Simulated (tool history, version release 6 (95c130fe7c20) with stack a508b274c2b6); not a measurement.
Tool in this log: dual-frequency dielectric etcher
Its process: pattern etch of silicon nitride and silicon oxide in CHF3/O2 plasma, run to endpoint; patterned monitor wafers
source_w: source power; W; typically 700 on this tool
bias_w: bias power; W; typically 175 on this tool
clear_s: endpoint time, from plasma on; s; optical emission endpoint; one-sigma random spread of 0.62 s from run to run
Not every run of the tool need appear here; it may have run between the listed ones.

run    hour  source_w  bias_w  wafers since the last listed run  hours since the last wet clean  hours since the last source power generator calibration  hours since the last bias power generator calibration  hours since the last upper electrode change  incoming incoming film thickness, nm  clear_s
  1       0       700     175                                 0                           321.2                                                   2148.7                                                 2019.4                                       4102.2                                 312.1      208
  2    68.7       780     175                               615                           389.9                                                   2217.4                                                 2088.1                                       4170.9                                 306.1    191.2
  3   134.8       700     175                               591                             456                                                   2283.5                                                 2154.2                                         4237                                 308.2    204.3
      233.4  -- wet clean of the chamber
  4   233.9       600     175                               672                             0.5                                                   2382.6                                                 2253.3                                       4336.1                                 307.8    227.8
  5   297.4       700     175                               568                              64                                                   2446.1                                                 2316.8                                       4399.6                                 305.2    204.8
  6   376.3       700     175                               706                           142.9                                                     2525                                                 2395.7                                       4478.5                                   306    204.7
  7   459.7       700     175                               746                           226.3                                                   2608.4                                                 2479.1                                       4561.9                                 310.7    207.7
  8   509.4       700     175                               444                             276                                                   2658.1                                                 2528.8                                       4611.6                                 308.2    206.5
      604.3  -- source power generator calibrated
  9   616.9       700     175                               926                           383.5                                                     12.6                                                 2636.3                                       4719.1                                   310    206.6
 10   658.5       700     201                               372                           425.1                                                     54.2                                                 2677.9                                       4760.7                                 310.2    194.4
      683.9  -- wet clean of the chamber
 11   737.9       700     175                               495                              54                                                    133.6                                                 2757.3                                       4840.1                                 306.8    207.4
 12   819.2       700     133                               727                           135.3                                                    214.9                                                 2838.6                                       4921.4                                 307.5    235.1
 13   896.5       820     135                               692                           212.6                                                    292.2                                                 2915.9                                       4998.7                                   308    214.2
 14  1118.9       700     175                              1990                             435                                                    514.6                                                 3138.3                                       5221.1                                 310.3    206.8
     1163.4  -- wet clean of the chamber
     1187.1  -- upper electrode replaced
     1204.3  -- bias power generator calibrated
 15  1208.7       650     217                               340                            45.3                                                    604.4                                                    4.4                                         21.6                                 309.3    194.8
 16  1252.6       830     144                               393                            89.2                                                    648.3                                                   48.3                                         65.5                                 308.2    204.2
 17  1336.1       700     175                               747                           172.7                                                    731.8                                                  131.8                                          149                                 309.8    205.1
 18  1441.9       790     216                               947                           278.5                                                    837.6                                                  237.6                                        254.8                                 309.2    174.4
 19  1502.7       600     144                               544                           339.3                                                    898.4                                                  298.4                                        315.6                                 303.9    238.2

Predict the results of run 20:
 20  1568.8       630     164                               591                           405.4                                                    964.5                                                  364.5                                        381.7                                 309.8        ?

clear_s: 221.9 s
Were there no unlogged condition in the tool, this run, its random variation unchanged, would have produced clear_s 225.2 s.
